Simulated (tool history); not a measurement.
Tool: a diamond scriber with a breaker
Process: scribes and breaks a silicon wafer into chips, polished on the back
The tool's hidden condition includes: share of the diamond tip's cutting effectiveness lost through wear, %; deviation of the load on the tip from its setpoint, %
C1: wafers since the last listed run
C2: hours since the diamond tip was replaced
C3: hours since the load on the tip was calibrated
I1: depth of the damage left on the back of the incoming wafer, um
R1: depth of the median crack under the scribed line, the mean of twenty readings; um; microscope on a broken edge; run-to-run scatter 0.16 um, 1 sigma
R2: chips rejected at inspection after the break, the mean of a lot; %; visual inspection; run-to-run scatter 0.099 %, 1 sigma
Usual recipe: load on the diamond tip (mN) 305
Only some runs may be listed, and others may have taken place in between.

Run 1, hour 0: usual settings; C1 0; C2 375.3; C3 943.8; I1 0.03. Result: R1 12.87 um, R2 1.4 %.
Run 2, hour 35.5: usual settings; C1 92; C2 410.8; C3 979.3; I1 0.05. Result: R1 12.32 um, R2 1.47 %.
Run 3, hour 65.6: usual settings; C1 78; C2 440.9; C3 1009.4; I1 0.02. Result: R1 12.3 um, R2 1.44 %.
Run 4, hour 92: usual settings; C1 68; C2 467.3; C3 1035.8; I1 0.04. Result: R1 12.75 um, R2 1.29 %.
Run 5, hour 121.3: usual settings; C1 76; C2 496.6; C3 1065.1; I1 0.03. Result: R1 12.68 um, R2 1.39 %.
Run 6, hour 149.1: usual settings; C1 72; C2 524.4; C3 1092.9; I1 0.04. Result: R1 12.57 um, R2 1.36 %.
Run 7, hour 181.2: usual settings; C1 83; C2 556.5; C3 1125; I1 0.02. Result: R1 12.47 um, R2 1.24 %.
Run 8, hour 253.5: usual settings; C1 187; C2 628.8; C3 1197.3; I1 0.04. Result: R1 12.68 um, R2 1.46 %.
Run 9, hour 288.6: usual settings but load on the diamond tip (mN) 369; C1 91; C2 663.9; C3 1232.4; I1 0.03. Result: R1 14.22 um, R2 3.59 %.
Run 10, hour 314.2: usual settings but load on the diamond tip (mN) 369; C1 66; C2 689.5; C3 1258; I1 0.05. Result: R1 14.23 um, R2 3.68 %.
Run 11, hour 334.8: usual settings but load on the diamond tip (mN) 282; C1 53; C2 710.1; C3 1278.6; I1 0.01. Result: R1 12.31 um, R2 1.75 %.
Run 12, hour 364.5: usual settings but load on the diamond tip (mN) 282; C1 77; C2 739.8; C3 1308.3; I1 0.02. Result: R1 12.13 um, R2 1.7 %.
Run 13, hour 400.1: usual settings but load on the diamond tip (mN) 282; C1 92; C2 775.4; C3 1343.9; I1 0.02. Result: R1 12.24 um, R2 1.91 %.
Run 14, hour 429.9: usual settings; C1 77; C2 805.2; C3 1373.7; I1 0.04. Result: R1 12.46 um, R2 1.55 %.
At hour 499.8: diamond tip replaced by a new one.
At hour 514.1: load on the tip recalibrated.
Run 15, hour 536.4: usual settings but load on the diamond tip (mN) 336; C1 265; C2 36.6; C3 22.3; I1 0.02. Result: R1 13.59 um, R2 2.23 %.
Run 16, hour 608.3: usual settings but load on the diamond tip (mN) 336; C1 186; C2 108.5; C3 94.2; I1 0.01. Result: R1 13.38 um, R2 1.98 %.
Run 17, hour 642.2: usual settings but load on the diamond tip (mN) 235; C1 87; C2 142.4; C3 128.1; I1 0.01. Result: R1 10.78 um, R2 4.84 %.
Run 18, hour 665.9: usual settings but load on the diamond tip (mN) 235; C1 61; C2 166.1; C3 151.8; I1 0.01. Result: R1 10.95 um, R2 5.73 %.
Run 19, hour 682.2: usual settings; C1 42; C2 182.4; C3 168.1; I1 0.03. Result: R1 12.74 um, R2 1.33 %.
Run 20, hour 702.1: usual settings; C1 51; C2 202.3; C3 188; I1 0.03. Result: R1 12.8 um, R2 1.48 %.
Run 21, hour 721.7: usual settings but load on the diamond tip (mN) 273; C1 50; C2 221.9; C3 207.6; I1 0.04. Result: R1 11.94 um, R2 1.85 %.
Run 22, hour 754.2: usual settings; C1 84; C2 254.4; C3 240.1; I1 0.04. Result: R1 12.67 um, R2 1.53 %.
Run 23, hour 769.1: usual settings but load on the diamond tip (mN) 391; C1 38; C2 269.3; C3 255; I1 0.04. Result: R1 15.02 um, R2 5.03 %.
Run 24, hour 791.2: usual settings but load on the diamond tip (mN) 349; C1 57; C2 291.4; C3 277.1; I1 0.04. Result: R1 13.94 um, R2 2.74 %.
Run 25, hour 817.6: usual settings but load on the diamond tip (mN) 374; C1 68; C2 317.8; C3 303.5; I1 0.04. Result: R1 14.33 um, R2 3.91 %.
Run 26, hour 838.8: usual settings but load on the diamond tip (mN) 328; C1 54; C2 339; C3 324.7; I1 0.03. Result: R1 13.53 um, R2 1.7 %.
Run 27, hour 852.5: usual settings but load on the diamond tip (mN) 265; C1 35; C2 352.7; C3 338.4; I1 0.01. Result: R1 11.82 um, R2 2.51 %.
Run 28, hour 867.3: usual settings but load on the diamond tip (mN) 228; C1 38; C2 367.5; C3 353.2; I1 0.02. Result: R1 10.6 um, R2 6.54 %.
Run 29, hour 886.8: usual settings but load on the diamond tip (mN) 219; C1 50; C2 387; C3 372.7; I1 0.02. Result: R1 10.34 um, R2 7.94 %.
Run 30, hour 914: usual settings but load on the diamond tip (mN) 231; C1 70; C2 414.2; C3 399.9; I1 0.05. Result: R1 10.89 um, R2 5.69 %.
Run 31, hour 945.7: usual settings but load on the diamond tip (mN) 254; C1 82; C2 445.9; C3 431.6; I1 0.04. Result: R1 11.55 um, R2 3.34 %.
Run 32, hour 958.3: usual settings but load on the diamond tip (mN) 271; C1 32; C2 458.5; C3 444.2; I1 0.05. Result: R1 11.87 um, R2 2.23 %.
Run 33, hour 975.1: usual settings; C1 43; C2 475.3; C3 461; I1 0.02. Result: R1 12.73 um, R2 1.55 %.
Run 34, hour 988.4: usual settings but load on the diamond tip (mN) 370; C1 34; C2 488.6; C3 474.3; I1 0.04. Result: R1 14.17 um, R2 3.62 %.
Run 35, hour 1016.3: usual settings; C1 72; C2 516.5; C3 502.2; I1 0.04. Result: R1 12.41 um, R2 1.57 %.
Run 36, hour 1038.6: usual settings but load on the diamond tip (mN) 225; C1 57; C2 538.8; C3 524.5; I1 0.02. Result: R1 10.41 um, R2 6.99 %.

Describe how what the log doesn't record of the tool's condition differs between the last listed run preceding each entry between runs and the first listed run following it.
In the gap between runs 14 and 15: diamond tip replaced by a new one (hour 499.8); load on the tip recalibrated (hour 514.1)
  both runs share identical hidden conditions
